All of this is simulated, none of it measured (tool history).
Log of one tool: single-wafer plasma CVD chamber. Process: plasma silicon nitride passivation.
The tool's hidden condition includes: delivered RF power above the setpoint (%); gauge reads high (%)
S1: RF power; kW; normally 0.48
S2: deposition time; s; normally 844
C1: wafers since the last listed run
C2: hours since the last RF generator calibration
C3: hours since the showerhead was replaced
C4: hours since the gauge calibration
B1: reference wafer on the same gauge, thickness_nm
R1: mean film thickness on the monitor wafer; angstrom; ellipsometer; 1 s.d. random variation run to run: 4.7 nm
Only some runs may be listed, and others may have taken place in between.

run 1 hour=0 | S1=0.51 S2=844 | C1=0 C2=915.6 C3=2022 C4=46 | B1=1578.038 | R1=13411.33
run 2 hour=13.3 | S1=0.51 S2=844 | C1=33 C2=928.9 C3=2035.3 C4=59.3 | B1=1580.285 | R1=13490.42
run 3 hour=32.3 | S1=0.48 S2=844 | C1=47 C2=947.9 C3=2054.3 C4=78.3 | B1=1580.422 | R1=13297.56
run 4 hour=54.1 | S1=0.48 S2=844 | C1=54 C2=969.7 C3=2076.1 C4=100.1 | B1=1579.846 | R1=13175.11
run 5 hour=81.2 | S1=0.48 S2=844 | C1=67 C2=996.8 C3=2103.2 C4=127.2 | B1=1579.738 | R1=13290
run 6 hour=106.1 | S1=0.48 S2=844 | C1=61 C2=1021.7 C3=2128.1 C4=152.1 | B1=1580.405 | R1=13193.64
run 7 hour=119 | S1=0.48 S2=844 | C1=32 C2=1034.6 C3=2141 C4=165 | B1=1579.928 | R1=13206.5
run 8 hour=146.7 | S1=0.54 S2=966 | C1=68 C2=1062.3 C3=2168.7 C4=192.7 | B1=1578.485 | R1=15720.19
run 9 hour=164.5 | S1=0.54 S2=966 | C1=44 C2=1080.1 C3=2186.5 C4=210.5 | B1=1580.076 | R1=15557.52
run 10 hour=192.1 | S1=0.54 S2=966 | C1=68 C2=1107.7 C3=2214.1 C4=238.1 | B1=1579.09 | R1=15674.06
run 11 hour=209.4 | S1=0.48 S2=844 | C1=42 C2=1125 C3=2231.4 C4=255.4 | B1=1580.904 | R1=13142.68
run 12 hour=225.7 | S1=0.48 S2=844 | C1=40 C2=1141.3 C3=2247.7 C4=271.7 | B1=1579.725 | R1=13183.72
run 13 hour=239.5 | S1=0.48 S2=844 | C1=34 C2=1155.1 C3=2261.5 C4=285.5 | B1=1579.889 | R1=13139.14
run 14 hour=253.4 | S1=0.53 S2=844 | C1=34 C2=1169 C3=2275.4 C4=299.4 | B1=1580.746 | R1=13479.08
run 15 hour=278.6 | S1=0.53 S2=844 | C1=62 C2=1194.2 C3=2300.6 C4=324.6 | B1=1579.784 | R1=13514.96
run 16 hour=308.5 | S1=0.53 S2=844 | C1=74 C2=1224.1 C3=2330.5 C4=354.5 | B1=1579.695 | R1=13542.12
run 17 hour=339.3 | S1=0.48 S2=734 | C1=76 C2=1254.9 C3=2361.3 C4=385.3 | B1=1579.574 | R1=11406.16
run 18 hour=354.6 | S1=0.48 S2=734 | C1=37 C2=1270.2 C3=2376.6 C4=400.6 | B1=1580.365 | R1=11356.16
run 19 hour=387.5 | S1=0.48 S2=734 | C1=81 C2=1303.1 C3=2409.5 C4=433.5 | B1=1580.181 | R1=11409.27
-- hour=405.4 showerhead replaced
run 20 hour=417.2 | S1=0.54 S2=844 | C1=53 C2=1332.8 C3=11.8 C4=463.2 | B1=1579.823 | R1=13523.59
run 21 hour=442.2 | S1=0.48 S2=844 | C1=62 C2=1357.8 C3=36.8 C4=488.2 | B1=1580.528 | R1=13140.89
run 22 hour=464.1 | S1=0.48 S2=844 | C1=54 C2=1379.7 C3=58.7 C4=510.1 | B1=1581 | R1=13094.35
run 23 hour=487.6 | S1=0.575 S2=989 | C1=58 C2=1403.2 C3=82.2 C4=533.6 | B1=1580.641 | R1=16070.41
run 24 hour=518 | S1=0.41 S2=755 | C1=75 C2=1433.6 C3=112.6 C4=564 | B1=1581.117 | R1=11207.81
run 25 hour=553.7 | S1=0.4 S2=844 | C1=88 C2=1469.3 C3=148.3 C4=599.7 | B1=1580.545 | R1=12420.98
-- hour=584.9 RF generator calibrated
run 26 hour=585.4 | S1=0.56 S2=703 | C1=58 C2=0.5 C3=180 C4=631.4 | B1=1579.406 | R1=11745.1
run 27 hour=603.7 | S1=0.51 S2=844 | C1=45 C2=18.8 C3=198.3 C4=649.7 | B1=1579.952 | R1=13592.62
run 28 hour=633 | S1=0.385 S2=844 | C1=72 C2=48.1 C3=227.6 C4=679 | B1=1578.889 | R1=12610.77
run 29 hour=647.2 | S1=0.395 S2=958 | C1=35 C2=62.3 C3=241.8 C4=693.2 | B1=1579.825 | R1=14456.85
run 30 hour=667.2 | S1=0.48 S2=844 | C1=49 C2=82.3 C3=261.8 C4=713.2 | B1=1581.492 | R1=13398.56
run 31 hour=687.9 | S1=0.395 S2=844 | C1=51 C2=103 C3=282.5 C4=733.9 | B1=1579.726 | R1=12710.82
-- hour=696.5 gauge calibrated
run 32 hour=705.7 | S1=0.395 S2=889 | C1=44 C2=120.8 C3=300.3 C4=9.2 | B1=1579.785 | R1=13352.85
run 33 hour=734.1 | S1=0.48 S2=844 | C1=70 C2=149.2 C3=328.7 C4=37.6 | B1=1579.954 | R1=13429.98
run 34 hour=764.6 | S1=0.43 S2=695 | C1=75 C2=179.7 C3=359.2 C4=68.1 | B1=1580.546 | R1=10645.42
run 35 hour=808.6 | S1=0.48 S2=844 | C1=109 C2=223.7 C3=403.2 C4=112.1 | B1=1579.696 | R1=13271.2
run 36 hour=843.6 | S1=0.555 S2=676 | C1=86 C2=258.7 C3=438.2 C4=147.1 | B1=1578.353 | R1=11143.85
run 37 hour=887.3 | S1=0.505 S2=975 | C1=108 C2=302.4 C3=481.9 C4=190.8 | B1=1581.119 | R1=15728.18
run 38 hour=902.1 | S1=0.48 S2=844 | C1=36 C2=317.2 C3=496.7 C4=205.6 | B1=1579.969 | R1=13319.33
run 39 hour=925.6 | S1=0.48 S2=844 | C1=58 C2=340.7 C3=520.2 C4=229.1 | B1=1581.822 | R1=13400.3
run 40 hour=948.7 | S1=0.55 S2=1005 | C1=57 C2=363.8 C3=543.3 C4=252.2 | B1=1579.036 | R1=16552.07

Measured result minus the same run's result without the hidden state. Both carry the same run-to-run variation, though not necessarily the same gauge scatter:
run=1 R1=-232.45
run=2 R1=-237.25
run=3 R1=-238.7
run=4 R1=-242
run=5 R1=-251.03
run=6 R1=-255.54
run=7 R1=-259.07
run=8 R1=-316.79
run=9 R1=-318.87
run=10 R1=-329.64
run=11 R1=-280.82
run=12 R1=-285.88
run=13 R1=-288.44
run=14 R1=-299.55
run=15 R1=-307
run=16 R1=-315.54
run=17 R1=-272.66
run=18 R1=-274.89
run=19 R1=-283.56
run=20 R1=-344.04
run=21 R1=-340.81
run=22 R1=-345.29
run=23 R1=-431.27
run=24 R1=-307.56
run=25 R1=-349.7
run=26 R1=-7.47
run=27 R1=-13.07
run=28 R1=-18.73
run=29 R1=-25.13
run=30 R1=-28.08
run=31 R1=-31.35
run=32 R1=-37.2
run=33 R1=-44.27
run=34 R1=-40.94
run=35 R1=-61.58
run=36 R1=-58.77
run=37 R1=-95.44
run=38 R1=-84.41
run=39 R1=-90.67
run=40 R1=-118.98
